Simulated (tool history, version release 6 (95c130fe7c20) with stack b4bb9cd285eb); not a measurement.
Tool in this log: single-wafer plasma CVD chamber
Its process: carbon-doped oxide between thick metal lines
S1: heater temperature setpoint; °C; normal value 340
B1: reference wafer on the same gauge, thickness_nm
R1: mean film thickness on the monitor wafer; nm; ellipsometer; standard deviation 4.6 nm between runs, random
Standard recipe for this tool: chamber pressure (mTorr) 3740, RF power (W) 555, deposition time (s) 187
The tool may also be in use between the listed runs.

Run 1, hour 0.0: usual settings but S1 330 °C; B1 858.611. Result: R1 960.751 nm.
Run 2, hour 96.4: usual settings but deposition time (s) 207; B1 856.438. Result: R1 1042.188 nm.
Run 3, hour 300.6: usual settings but deposition time (s) 207; B1 857.802. Result: R1 1030.654 nm.
Run 4, hour 340.1: usual settings; B1 858.140. Result: R1 932.993 nm.
Run 5, hour 448.1: usual settings; B1 858.680. Result: R1 932.334 nm.
Run 6, hour 511.2: usual settings but S1 351 °C, deposition time (s) 165; B1 857.668. Result: R1 797.571 nm.
Run 7, hour 554.3: usual settings; B1 858.697. Result: R1 924.484 nm.
At hour 571.9: capacitance manometer re-zeroed and calibrated.
Run 8, hour 633.0: usual settings; B1 858.624. Result: R1 928.120 nm.
Run 9, hour 676.3: usual settings; B1 857.648. Result: R1 931.673 nm.
At hour 749.2: thermocouple changed; heater temperature recalibrated.
Run 10, hour 758.2: usual settings; B1 856.729. Result: R1 922.681 nm.
At hour 788.7: RF generator calibrated.
Run 11, hour 821.6: usual settings but S1 348 °C; B1 858.167. Result: R1 946.080 nm.
At hour 872.6: gauge calibrated.
Run 12, hour 890.5: usual settings but S1 335 °C, RF power (W) 460, deposition time (s) 173; B1 857.227. Result: R1 822.199 nm.
Run 13, hour 981.6: usual settings but chamber pressure (mTorr) 4590, deposition time (s) 158; B1 857.587. Result: R1 828.252 nm.
At hour 1031.0: showerhead replaced.
Run 14, hour 1087.0: usual settings but deposition time (s) 162; B1 858.175. Result: R1 825.533 nm.
Run 15, hour 1194.5: usual settings but S1 335 °C, RF power (W) 460, deposition time (s) 173; B1 858.697. Result: R1 805.026 nm.
Run 16, hour 1274.6: usual settings but deposition time (s) 202; B1 857.988. Result: R1 1020.483 nm.
Run 17, hour 1370.9: usual settings but S1 335 °C, chamber pressure (mTorr) 2820, RF power (W) 590, deposition time (s) 170; B1 858.963. Result: R1 875.810 nm.
Run 18, hour 1458.5: usual settings; B1 859.150. Result: R1 950.405 nm.

For some of the steps in R1 from one run to the next: how much would appear even if the tool had no hidden state, given the settings, what came in and random variation, and how much remains for the hidden state plus any gauge scatter that the measured result and the result without hidden state don't share?
What the log doesn't record here: wafer temperature above the value expected at the setpoint (K); delivered RF power above the setpoint (%); true pressure above the setpoint (%); gauge reads high (%).
Run 10 -> 11: S1 340 -> 348, RF generator calibrated. R1 +23.399 nm: hidden state +37.530, all else -14.131.
Run 15 -> 16: S1 335 -> 340, RF power (W) 460 -> 555, deposition time (s) 173 -> 202. R1 +215.457 nm: hidden state -7.941, all else +223.398.
